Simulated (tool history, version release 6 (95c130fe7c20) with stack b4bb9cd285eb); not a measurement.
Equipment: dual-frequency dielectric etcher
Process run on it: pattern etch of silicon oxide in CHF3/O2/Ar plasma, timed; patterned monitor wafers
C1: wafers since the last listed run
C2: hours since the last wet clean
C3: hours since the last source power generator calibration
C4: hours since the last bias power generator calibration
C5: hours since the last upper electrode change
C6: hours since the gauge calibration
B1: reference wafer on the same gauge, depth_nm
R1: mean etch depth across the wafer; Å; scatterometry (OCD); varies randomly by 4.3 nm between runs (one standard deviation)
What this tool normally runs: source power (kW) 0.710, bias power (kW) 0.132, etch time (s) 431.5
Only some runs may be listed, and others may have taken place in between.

run 1 hour=0.0 | source_power_(kW)=0.710 bias_power_(kW)=0.132 etch_time_(s)=374.5 | C1=0 C2=85.1 C3=1318.3 C4=2472.7 C5=2165.2 C6=1634.9 | B1=671.4 | R1=6506
run 2 hour=60.8 | source_power_(kW)=0.710 bias_power_(kW)=0.132 etch_time_(s)=374.5 | C1=259 C2=145.9 C3=1379.1 C4=2533.5 C5=2226.0 C6=1695.7 | B1=671.6 | R1=6484
run 3 hour=159.0 | source_power_(kW)=0.710 bias_power_(kW)=0.132 etch_time_(s)=374.5 | C1=418 C2=244.1 C3=1477.3 C4=2631.7 C5=2324.2 C6=1793.9 | B1=670.8 | R1=6529
run 4 hour=203.5 | source_power_(kW)=0.710 bias_power_(kW)=0.154 etch_time_(s)=431.5 | C1=189 C2=288.6 C3=1521.8 C4=2676.2 C5=2368.7 C6=1838.4 | B1=671.9 | R1=7891
run 5 hour=287.5 | source_power_(kW)=0.710 bias_power_(kW)=0.154 etch_time_(s)=431.5 | C1=358 C2=372.6 C3=1605.8 C4=2760.2 C5=2452.7 C6=1922.4 | B1=671.9 | R1=7926
run 6 hour=346.7 | source_power_(kW)=0.710 bias_power_(kW)=0.154 etch_time_(s)=431.5 | C1=252 C2=431.8 C3=1665.0 C4=2819.4 C5=2511.9 C6=1981.6 | B1=671.0 | R1=8046
run 7 hour=397.1 | source_power_(kW)=0.710 bias_power_(kW)=0.132 etch_time_(s)=431.5 | C1=215 C2=482.2 C3=1715.4 C4=2869.8 C5=2562.3 C6=2032.0 | B1=672.3 | R1=7683
-- hour=514.3 wet clean of the chamber
run 8 hour=644.9 | source_power_(kW)=0.710 bias_power_(kW)=0.132 etch_time_(s)=431.5 | C1=954 C2=130.6 C3=1963.2 C4=3117.6 C5=2810.1 C6=2279.8 | B1=672.4 | R1=7436
run 9 hour=933.1 | source_power_(kW)=0.710 bias_power_(kW)=0.132 etch_time_(s)=431.5 | C1=1229 C2=418.8 C3=2251.4 C4=3405.8 C5=3098.3 C6=2568.0 | B1=672.8 | R1=7644
-- hour=948.9 gauge calibrated
run 10 hour=981.9 | source_power_(kW)=0.710 bias_power_(kW)=0.132 etch_time_(s)=364.0 | C1=208 C2=467.6 C3=2300.2 C4=3454.6 C5=3147.1 C6=33.0 | B1=672.0 | R1=6438
-- hour=1034.0 wet clean of the chamber
run 11 hour=1034.5 | source_power_(kW)=0.710 bias_power_(kW)=0.132 etch_time_(s)=364.0 | C1=122 C2=0.5 C3=2352.8 C4=3507.2 C5=3199.7 C6=85.6 | B1=672.4 | R1=6289
run 12 hour=1079.9 | source_power_(kW)=0.710 bias_power_(kW)=0.132 etch_time_(s)=363.5 | C1=193 C2=45.9 C3=2398.2 C4=3552.6 C5=3245.1 C6=131.0 | B1=672.2 | R1=6256
run 13 hour=1164.2 | source_power_(kW)=0.710 bias_power_(kW)=0.132 etch_time_(s)=363.5 | C1=359 C2=130.2 C3=2482.5 C4=3636.9 C5=3329.4 C6=215.3 | B1=671.8 | R1=6334
run 14 hour=1251.6 | source_power_(kW)=0.710 bias_power_(kW)=0.132 etch_time_(s)=431.5 | C1=372 C2=217.6 C3=2569.9 C4=3724.3 C5=3416.8 C6=302.7 | B1=673.7 | R1=7573
-- hour=1298.7 upper electrode replaced, of another model than before
run 15 hour=1299.2 | source_power_(kW)=0.600 bias_power_(kW)=0.119 etch_time_(s)=490.0 | C1=100 C2=265.2 C3=2617.5 C4=3771.9 C5=0.5 C6=350.3 | B1=672.7 | R1=8077

Run 16 has not been measured yet. What should we expect?
run 16 hour=1393.1 | source_power_(kW)=0.860 bias_power_(kW)=0.119 etch_time_(s)=511.5 | C1=400 C2=359.1 C3=2711.4 C4=3865.8 C5=94.4 C6=444.2 | B1=? | R1=?

{"run 16": {"B1": 672.4, "R1": 9177}}
Without the tool's hidden state the same run would have given R1 8856 Å.
